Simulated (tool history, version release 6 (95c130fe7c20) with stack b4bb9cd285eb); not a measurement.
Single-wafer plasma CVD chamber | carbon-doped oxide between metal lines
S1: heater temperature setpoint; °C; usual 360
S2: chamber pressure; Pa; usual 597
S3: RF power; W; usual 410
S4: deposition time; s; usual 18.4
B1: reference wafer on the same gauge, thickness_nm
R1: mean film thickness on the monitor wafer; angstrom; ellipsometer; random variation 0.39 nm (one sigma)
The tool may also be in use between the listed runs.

Run 1, hour 0: usual settings but S4 20.8 s; B1 77.586. Result: R1 869.11 angstrom.
Run 2, hour 64.6: usual settings but S4 20.8 s; B1 77.588. Result: R1 857.8 angstrom.
Run 3, hour 109.3: usual settings but S4 20.8 s; B1 77.644. Result: R1 854.36 angstrom.
Run 4, hour 155.6: usual settings; B1 77.666. Result: R1 758.4 angstrom.
Run 5, hour 181.1: usual settings; B1 77.611. Result: R1 758.24 angstrom.
At hour 254: capacitance manometer re-zeroed and calibrated.
At hour 300.2: RF generator calibrated.
Run 6, hour 300.7: usual settings but S1 354 °C, S3 440 W; B1 77.605. Result: R1 840.95 angstrom.
Run 7, hour 336.4: usual settings but S1 354 °C, S3 440 W; B1 77.587. Result: R1 845.52 angstrom.
Run 8, hour 368.2: usual settings but S1 353 °C, S4 20.2 s; B1 77.6. Result: R1 880.81 angstrom.
Run 9, hour 416.9: usual settings but S1 353 °C, S4 20.2 s; B1 77.625. Result: R1 888.26 angstrom.
At hour 477.8: showerhead replaced.
Run 10, hour 478.3: usual settings but S1 353 °C, S4 20.2 s; B1 77.664. Result: R1 886.2 angstrom.
Run 11, hour 532.3: usual settings; B1 77.634. Result: R1 780.48 angstrom.
Run 12, hour 597.1: usual settings but S1 372 °C; B1 77.573. Result: R1 758.1 angstrom.
Run 13, hour 629.6: usual settings but S3 490 W, S4 17.4 s; B1 77.559. Result: R1 821.31 angstrom.
Run 14, hour 682.9: usual settings but S1 351 °C, S2 504 Pa, S3 460 W, S4 15.7 s; B1 77.638. Result: R1 718.87 angstrom.
Run 15, hour 707.7: usual settings; B1 77.548. Result: R1 774.8 angstrom.
Run 16, hour 732.6: usual settings but S3 440 W; B1 77.609. Result: R1 812.88 angstrom.
Run 17, hour 784.9: usual settings; B1 77.603. Result: R1 779.08 angstrom.
At hour 816.6: gauge calibrated.
Run 18, hour 820.9: usual settings but S1 352 °C, S2 556 Pa; B1 77.589. Result: R1 784.64 angstrom.
At hour 854.3: thermocouple changed; heater temperature recalibrated.
Run 19, hour 863.5: usual settings but S1 351 °C, S2 680 Pa, S4 20.7 s; B1 77.555. Result: R1 912.01 angstrom.
Run 20, hour 923.1: usual settings but S1 353 °C, S3 365 W; B1 77.658. Result: R1 727.31 angstrom.
Run 21, hour 988.1: usual settings but S3 340 W; B1 77.55. Result: R1 695.2 angstrom.
Run 22, hour 1018.2: usual settings but S1 349 °C, S3 370 W, S4 19.7 s; B1 77.611. Result: R1 800.74 angstrom.
Run 23, hour 1055.2: usual settings but S1 369 °C, S2 525 Pa, S4 20 s; B1 77.654. Result: R1 805.04 angstrom.
Run 24, hour 1110.6: usual settings but S3 360 W, S4 15.4 s; B1 77.715. Result: R1 591.03 angstrom.
Run 25, hour 1144.8: usual settings; B1 77.621. Result: R1 770.5 angstrom.
Run 26, hour 1176.7: usual settings; B1 77.629. Result: R1 765.48 angstrom.
Run 27, hour 1243.4: usual settings; B1 77.508. Result: R1 765.43 angstrom.
Run 28, hour 1288.8: usual settings; B1 77.568. Result: R1 766.85 angstrom.
Run 29, hour 1348.1: usual settings but S1 348 °C, S2 535 Pa, S4 21.6 s; B1 77.512. Result: R1 915.41 angstrom.

Some steps in R1 between neighbouring runs. How much of each would the tool show without its hidden state too (settings, what came in, random variation), and how much is left for the hidden state, with any gauge scatter that isn't in both results?
The hidden state here: wafer temperature above the value expected at the setpoint (K); delivered RF power above the setpoint (%); true pressure above the setpoint (%); gauge reads high (%).
Run 5 -> 6: S1 360 -> 354, S3 410 -> 440, capacitance manometer re-zeroed and calibrated, RF generator calibrated. R1 +82.71 angstrom: hidden state +34.13, all else +48.58.
Run 19 -> 20: S1 351 -> 353, S2 680 -> 597, S3 410 -> 365, S4 20.7 -> 18.4. R1 -184.7 angstrom: hidden state +1.99, all else -186.69.
Run 23 -> 24: S1 369 -> 360, S2 525 -> 597, S3 410 -> 360, S4 20 -> 15.4. R1 -214.01 angstrom: hidden state +4.35, all else -218.36.
Run 28 -> 29: S1 360 -> 348, S2 597 -> 535, S4 18.4 -> 21.6. R1 +148.56 angstrom: hidden state -7.41, all else +155.97.
